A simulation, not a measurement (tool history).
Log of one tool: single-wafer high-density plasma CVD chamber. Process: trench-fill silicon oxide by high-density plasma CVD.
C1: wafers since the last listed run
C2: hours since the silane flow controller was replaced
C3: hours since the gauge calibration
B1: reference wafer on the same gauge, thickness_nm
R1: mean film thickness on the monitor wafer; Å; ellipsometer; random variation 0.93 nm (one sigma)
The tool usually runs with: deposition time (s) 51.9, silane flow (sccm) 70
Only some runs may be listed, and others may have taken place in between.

run 1 day=0 | deposition_time_(s)=54.5 silane_flow_(sccm)=80 | C1=0 C2=1335.9 C3=885.8 | B1=367.069 | R1=3893.76
run 2 day=1.804 | deposition_time_(s)=54.5 silane_flow_(sccm)=80 | C1=467 C2=1379.2 C3=929.1 | B1=366.885 | R1=3885.06
run 3 day=5.938 | deposition_time_(s)=54.5 silane_flow_(sccm)=80 | C1=1072 C2=1478.4 C3=1028.3 | B1=366.734 | R1=3893.71
run 4 day=9.396 | deposition_time_(s)=51.9 silane_flow_(sccm)=70 | C1=897 C2=1561.4 C3=1111.3 | B1=366.579 | R1=3286.99
run 5 day=11.654 | deposition_time_(s)=51.9 silane_flow_(sccm)=70 | C1=585 C2=1615.6 C3=1165.5 | B1=366.67 | R1=3289.1
run 6 day=15.658 | deposition_time_(s)=51.9 silane_flow_(sccm)=70 | C1=1038 C2=1711.7 C3=1261.6 | B1=366.622 | R1=3288.57
run 7 day=22.329 | deposition_time_(s)=51.9 silane_flow_(sccm)=70 | C1=1730 C2=1871.8 C3=1421.7 | B1=367.046 | R1=3299.78
run 8 day=24.742 | deposition_time_(s)=51.9 silane_flow_(sccm)=70 | C1=625 C2=1929.7 C3=1479.6 | B1=367.116 | R1=3282.39
run 9 day=26.583 | deposition_time_(s)=51.9 silane_flow_(sccm)=70 | C1=477 C2=1973.9 C3=1523.8 | B1=367.068 | R1=3288.3
run 10 day=28.842 | deposition_time_(s)=51.9 silane_flow_(sccm)=70 | C1=585 C2=2028.1 C3=1578 | B1=367.108 | R1=3296.01
run 11 day=32.592 | deposition_time_(s)=51.9 silane_flow_(sccm)=70 | C1=972 C2=2118.1 C3=1668 | B1=366.628 | R1=3297.79
run 12 day=34.775 | deposition_time_(s)=51.9 silane_flow_(sccm)=70 | C1=566 C2=2170.5 C3=1720.4 | B1=366.665 | R1=3283.99
run 13 day=37.325 | deposition_time_(s)=51.9 silane_flow_(sccm)=70 | C1=661 C2=2231.7 C3=1781.6 | B1=367.046 | R1=3282.18
run 14 day=40.133 | deposition_time_(s)=51.9 silane_flow_(sccm)=70 | C1=728 C2=2299.1 C3=1849 | B1=366.978 | R1=3297.56
-- day=41.533 gauge calibrated
run 15 day=43.85 | deposition_time_(s)=51.9 silane_flow_(sccm)=70 | C1=964 C2=2388.3 C3=55.6 | B1=367.105 | R1=3270.78
run 16 day=46.35 | deposition_time_(s)=51.9 silane_flow_(sccm)=70 | C1=648 C2=2448.3 C3=115.6 | B1=367.111 | R1=3280.02
run 17 day=48.958 | deposition_time_(s)=51.9 silane_flow_(sccm)=70 | C1=676 C2=2510.9 C3=178.2 | B1=366.79 | R1=3288.83
run 18 day=50.642 | deposition_time_(s)=51.9 silane_flow_(sccm)=70 | C1=436 C2=2551.3 C3=218.6 | B1=367.153 | R1=3282.49
run 19 day=52.767 | deposition_time_(s)=51.9 silane_flow_(sccm)=58 | C1=551 C2=2602.3 C3=269.6 | B1=366.887 | R1=2795.58
run 20 day=57.075 | deposition_time_(s)=51.9 silane_flow_(sccm)=70 | C1=1117 C2=2705.7 C3=373 | B1=366.815 | R1=3267.48
run 21 day=59.338 | deposition_time_(s)=51.9 silane_flow_(sccm)=70 | C1=586 C2=2760 C3=427.3 | B1=367.305 | R1=3288.88
run 22 day=62.592 | deposition_time_(s)=61.9 silane_flow_(sccm)=61 | C1=844 C2=2838.1 C3=505.4 | B1=366.5 | R1=3486.15
run 23 day=64.571 | deposition_time_(s)=51.9 silane_flow_(sccm)=83 | C1=513 C2=2885.6 C3=552.9 | B1=366.901 | R1=3820.88
run 24 day=67.892 | deposition_time_(s)=42.6 silane_flow_(sccm)=66 | C1=861 C2=2965.3 C3=632.6 | B1=366.865 | R1=2560.93
run 25 day=70.571 | deposition_time_(s)=51.9 silane_flow_(sccm)=70 | C1=694 C2=3029.6 C3=696.9 | B1=366.984 | R1=3276.01
run 26 day=75.038 | deposition_time_(s)=51.9 silane_flow_(sccm)=60 | C1=1158 C2=3136.8 C3=804.1 | B1=366.785 | R1=2875.3
run 27 day=76.579 | deposition_time_(s)=51.9 silane_flow_(sccm)=70 | C1=399 C2=3173.8 C3=841.1 | B1=367.044 | R1=3284.64
run 28 day=80.475 | deposition_time_(s)=61.4 silane_flow_(sccm)=64 | C1=1010 C2=3267.3 C3=934.6 | B1=366.76 | R1=3591.37
-- day=82.496 silane flow controller replaced
run 29 day=82.958 | deposition_time_(s)=51.9 silane_flow_(sccm)=74 | C1=557 C2=11.1 C3=994.2 | B1=367.057 | R1=3550.62
run 30 day=86.642 | deposition_time_(s)=51.9 silane_flow_(sccm)=70 | C1=955 C2=99.5 C3=1082.6 | B1=367.055 | R1=3353.63
run 31 day=90.958 | deposition_time_(s)=51.9 silane_flow_(sccm)=70 | C1=1119 C2=203.1 C3=1186.2 | B1=367.2 | R1=3340.81
run 32 day=94.542 | deposition_time_(s)=57 silane_flow_(sccm)=75 | C1=929 C2=289.1 C3=1272.2 | B1=366.931 | R1=3916.08
run 33 day=97.442 | deposition_time_(s)=56.2 silane_flow_(sccm)=65 | C1=752 C2=358.7 C3=1341.8 | B1=367.241 | R1=3404.04
run 34 day=99.325 | deposition_time_(s)=43.3 silane_flow_(sccm)=78 | C1=488 C2=403.9 C3=1387 | B1=367.415 | R1=3071.2
run 35 day=103.504 | deposition_time_(s)=51.9 silane_flow_(sccm)=70 | C1=1084 C2=504.2 C3=1487.3 | B1=366.751 | R1=3322.22
run 36 day=106.879 | deposition_time_(s)=51.9 silane_flow_(sccm)=57 | C1=875 C2=585.2 C3=1568.3 | B1=367.188 | R1=2786.37

Entry by entry between the runs, the difference in hidden state between the last listed run before and the first listed run after:
Logged between run 14 and run 15: gauge calibrated (day 41.533)
  delivered silane flow above the setpoint (%): -3.07 -> -3.11
  measured minus no-state result, R1: -90.85 -> -91.12 Å
Logged between run 28 and run 29: silane flow controller replaced (day 82.496)
  delivered silane flow above the setpoint (%): -3.33 -> -0.264
  measured minus no-state result, R1: -107.56 -> -8.2 Å
